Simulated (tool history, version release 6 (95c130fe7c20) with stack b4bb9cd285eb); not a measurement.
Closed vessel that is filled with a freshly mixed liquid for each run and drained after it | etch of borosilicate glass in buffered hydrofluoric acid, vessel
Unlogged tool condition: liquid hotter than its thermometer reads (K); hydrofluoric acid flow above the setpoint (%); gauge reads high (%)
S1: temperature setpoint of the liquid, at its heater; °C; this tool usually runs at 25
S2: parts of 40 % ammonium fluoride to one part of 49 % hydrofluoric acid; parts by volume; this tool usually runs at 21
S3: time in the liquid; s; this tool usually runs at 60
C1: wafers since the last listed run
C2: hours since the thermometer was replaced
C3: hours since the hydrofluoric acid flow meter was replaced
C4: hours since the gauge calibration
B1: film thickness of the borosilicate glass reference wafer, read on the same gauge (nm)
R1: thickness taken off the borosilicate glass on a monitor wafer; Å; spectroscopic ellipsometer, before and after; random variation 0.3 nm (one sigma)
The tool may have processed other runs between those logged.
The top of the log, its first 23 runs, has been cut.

run	day	S1	S2	S3	C1	C2	C3	C4	B1	R1
24	69.1	27	29	35	6276	434	110.3	923.8	59.98	222.4
25	70.908	28	21	60	2779	477.4	153.7	967.2	59.99	508.3
26	74.312	25	23.5	85	5232	559.1	235.4	1048.9	60	559.2
27	76.6	28.5	28	60	3515	614	290.3	1103.8	59.99	429.7
28	79.35	20.5	21	60	4226	680	356.3	1169.8	60	339.7
29	83.204	25	21	60	5923	772.5	448.8	1262.3	60	433.8
30	84.804	25	21	60	2459	810.9	487.2	1300.7	60.01	431.9
31	87.662	20.5	21	75	4393	879.5	555.8	1369.3	59.99	426.3
32	89.604	25	21	60	2984	926.1	602.4	1415.9	60	440.5

Each row is a separate what-if for the run after 32, all from the same tool condition, not one after another. Results?
A	89.633	25	26.5	60	44	926.8	603.1	1416.6	?	?
B	89.633	21	26	40	44	926.8	603.1	1416.6	?	?
C	89.633	27	16	60	44	926.8	603.1	1416.6	?	?

run	B1	R1
A	60.01	374.4
B	60.01	203.5
C	60.01	639
Stripped of hidden state, with their random variation kept, the same runs would have yielded:
run	R1
A	363.4
B	197.5
C	612.5
